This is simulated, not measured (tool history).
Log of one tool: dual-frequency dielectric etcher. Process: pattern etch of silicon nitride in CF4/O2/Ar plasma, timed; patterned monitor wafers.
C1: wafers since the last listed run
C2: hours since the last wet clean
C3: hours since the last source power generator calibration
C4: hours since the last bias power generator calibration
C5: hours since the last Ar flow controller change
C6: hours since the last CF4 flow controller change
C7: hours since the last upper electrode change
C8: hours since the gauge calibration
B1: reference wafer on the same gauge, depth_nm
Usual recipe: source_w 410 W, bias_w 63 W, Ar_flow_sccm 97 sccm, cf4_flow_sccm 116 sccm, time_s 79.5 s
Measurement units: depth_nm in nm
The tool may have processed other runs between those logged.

{"run": 1, "hour": 0.0, "source_w": 340, "bias_w": 63, "Ar_flow_sccm": 97, "cf4_flow_sccm": 103, "time_s": 79.5, "C1": 0, "C2": 525.6, "C3": 1122.5, "C4": 2247.0, "C5": 150.9, "C6": 607.1, "C7": 524.4, "C8": 1184.4, "B1": 136.8, "depth_nm": 113.4}
{"run": 2, "hour": 69.7, "source_w": 440, "bias_w": 63, "Ar_flow_sccm": 79, "cf4_flow_sccm": 104, "time_s": 69.0, "C1": 550, "C2": 595.3, "C3": 1192.2, "C4": 2316.7, "C5": 220.6, "C6": 676.8, "C7": 594.1, "C8": 1254.1, "B1": 137.0, "depth_nm": 131.2}
{"run": 3, "hour": 167.7, "source_w": 410, "bias_w": 63, "Ar_flow_sccm": 97, "cf4_flow_sccm": 116, "time_s": 79.5, "C1": 773, "C2": 693.3, "C3": 1290.2, "C4": 2414.7, "C5": 318.6, "C6": 774.8, "C7": 692.1, "C8": 1352.1, "B1": 136.9, "depth_nm": 139.8}
{"hour": 205.4, "done": "wet clean of the chamber"}
{"run": 4, "hour": 274.7, "source_w": 410, "bias_w": 63, "Ar_flow_sccm": 97, "cf4_flow_sccm": 89, "time_s": 87.5, "C1": 655, "C2": 69.3, "C3": 1397.2, "C4": 2521.7, "C5": 425.6, "C6": 881.8, "C7": 799.1, "C8": 1459.1, "B1": 137.1, "depth_nm": 154.9}
{"run": 5, "hour": 356.7, "source_w": 410, "bias_w": 63, "Ar_flow_sccm": 97, "cf4_flow_sccm": 116, "time_s": 79.5, "C1": 647, "C2": 151.3, "C3": 1479.2, "C4": 2603.7, "C5": 507.6, "C6": 963.8, "C7": 881.1, "C8": 1541.1, "B1": 137.1, "depth_nm": 142.8}
{"run": 6, "hour": 409.7, "source_w": 490, "bias_w": 63, "Ar_flow_sccm": 97, "cf4_flow_sccm": 143, "time_s": 93.0, "C1": 418, "C2": 204.3, "C3": 1532.2, "C4": 2656.7, "C5": 560.6, "C6": 1016.8, "C7": 934.1, "C8": 1594.1, "B1": 137.1, "depth_nm": 203.1}
{"hour": 452.9, "done": "bias power generator calibrated"}
{"run": 7, "hour": 468.8, "source_w": 410, "bias_w": 63, "Ar_flow_sccm": 110, "cf4_flow_sccm": 116, "time_s": 79.5, "C1": 435, "C2": 263.4, "C3": 1591.3, "C4": 15.9, "C5": 619.7, "C6": 1075.9, "C7": 993.2, "C8": 1653.2, "B1": 137.1, "depth_nm": 141.0}
{"run": 8, "hour": 509.0, "source_w": 410, "bias_w": 63, "Ar_flow_sccm": 81, "cf4_flow_sccm": 116, "time_s": 79.5, "C1": 317, "C2": 303.6, "C3": 1631.5, "C4": 56.1, "C5": 659.9, "C6": 1116.1, "C7": 1033.4, "C8": 1693.4, "B1": 136.9, "depth_nm": 145.3}
{"hour": 565.1, "done": "source power generator calibrated"}
{"run": 9, "hour": 584.7, "source_w": 460, "bias_w": 68, "Ar_flow_sccm": 97, "cf4_flow_sccm": 116, "time_s": 95.5, "C1": 566, "C2": 379.3, "C3": 19.6, "C4": 131.8, "C5": 735.6, "C6": 1191.8, "C7": 1109.1, "C8": 1769.1, "B1": 137.0, "depth_nm": 194.5}
{"run": 10, "hour": 633.3, "source_w": 410, "bias_w": 63, "Ar_flow_sccm": 97, "cf4_flow_sccm": 116, "time_s": 79.5, "C1": 383, "C2": 427.9, "C3": 68.2, "C4": 180.4, "C5": 784.2, "C6": 1240.4, "C7": 1157.7, "C8": 1817.7, "B1": 137.1, "depth_nm": 140.6}
{"run": 11, "hour": 706.5, "source_w": 410, "bias_w": 63, "Ar_flow_sccm": 97, "cf4_flow_sccm": 127, "time_s": 79.5, "C1": 578, "C2": 501.1, "C3": 141.4, "C4": 253.6, "C5": 857.4, "C6": 1313.6, "C7": 1230.9, "C8": 1890.9, "B1": 136.8, "depth_nm": 141.0}

Run 12 comes next. What will it give?
{"run": 12, "hour": 754.4, "source_w": 360, "bias_w": 63, "Ar_flow_sccm": 97, "cf4_flow_sccm": 116, "time_s": 64.5, "C1": 378, "C2": 549.0, "C3": 189.3, "C4": 301.5, "C5": 905.3, "C6": 1361.5, "C7": 1278.8, "C8": 1938.8, "B1": "?", "depth_nm": "?"}

For run 12 the tool returned B1 137.0, depth_nm 99.5 nm.
Were there no unlogged condition in the tool, this run, its random variation unchanged, would have produced depth_nm 103.4 nm.
